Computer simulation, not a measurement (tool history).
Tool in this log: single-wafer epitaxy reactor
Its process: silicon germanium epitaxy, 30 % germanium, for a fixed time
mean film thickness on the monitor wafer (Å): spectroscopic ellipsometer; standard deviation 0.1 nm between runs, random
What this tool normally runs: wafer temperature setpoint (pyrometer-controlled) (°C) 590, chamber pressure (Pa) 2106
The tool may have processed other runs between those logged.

run	hour	wafer temperature setpoint (pyrometer-controlled) (°C)	chamber pressure (Pa)	wafers since the last listed run	hours since the last pyrometer calibration	hours since the last manometer calibration	hours since the showerhead was replaced	hours since the gauge calibration	read-back reference wafer on the same gauge, thickness_nm	mean film thickness on the monitor wafer (Å)
1	0.0	590	2106	0	2774.0	1248.3	3270.0	351.2	40.416	415.29
2	22.2	590	2106	411	2796.2	1270.5	3292.2	373.4	40.431	413.61
3	51.4	590	2106	540	2825.4	1299.7	3321.4	402.6	40.411	413.80
4	75.4	590	2106	444	2849.4	1323.7	3345.4	426.6	40.414	412.82
5	111.3	590	1707	665	2885.3	1359.6	3381.3	462.5	40.414	378.00
6	138.9	590	2106	511	2912.9	1387.2	3408.9	490.1	40.400	410.57
7	159.9	590	2106	389	2933.9	1408.2	3429.9	511.1	40.424	412.31
# hour 168.7: showerhead replaced
# hour 181.0: pyrometer calibrated
# hour 189.3: gauge calibrated
8	194.3	590	2106	340	13.3	1442.6	25.6	5.0	40.383	440.02
# hour 228.1: capacitance manometer re-zeroed and calibrated
9	228.6	580	1707	487	47.6	0.5	59.9	39.3	40.409	335.58
10	241.7	579	2573	242	60.7	13.6	73.0	52.4	40.391	387.91
11	271.4	590	2106	550	90.4	43.3	102.7	82.1	40.412	455.01
12	302.3	583	1853	572	121.3	74.2	133.6	113.0	40.407	370.95
13	329.8	579	2106	509	148.8	101.7	161.1	140.5	40.416	358.23
14	394.3	584	2360	1194	213.3	166.2	225.6	205.0	40.397	416.57
15	489.9	603	2106	1771	308.9	261.8	321.2	300.6	40.405	590.99
16	502.7	595	1920	237	321.7	274.6	334.0	313.4	40.380	483.28
17	526.4	601	2280	439	345.4	298.3	357.7	337.1	40.369	582.34

Consider 5 possible next runs. They are alternatives, not a sequence: every one starts from the tool as it was left by run 17. What does each give?
A	526.8	590	1960	7	345.8	298.7	358.1	337.5	?	?
B	526.8	595	2546	7	345.8	298.7	358.1	337.5	?	?
C	526.8	584	1600	7	345.8	298.7	358.1	337.5	?	?
D	526.8	590	2466	7	345.8	298.7	358.1	337.5	?	?
E	526.8	586	2493	7	345.8	298.7	358.1	337.5	?	?

run	read-back reference wafer on the same gauge, thickness_nm	mean film thickness on the monitor wafer (Å)
A	40.392	435.45
B	40.392	538.72
C	40.392	352.18
D	40.392	478.33
E	40.392	440.96
What these runs would have given with no unlogged condition in the tool:
run	mean film thickness on the monitor wafer (Å)
A	437.97
B	541.81
C	354.23
D	481.10
E	443.53

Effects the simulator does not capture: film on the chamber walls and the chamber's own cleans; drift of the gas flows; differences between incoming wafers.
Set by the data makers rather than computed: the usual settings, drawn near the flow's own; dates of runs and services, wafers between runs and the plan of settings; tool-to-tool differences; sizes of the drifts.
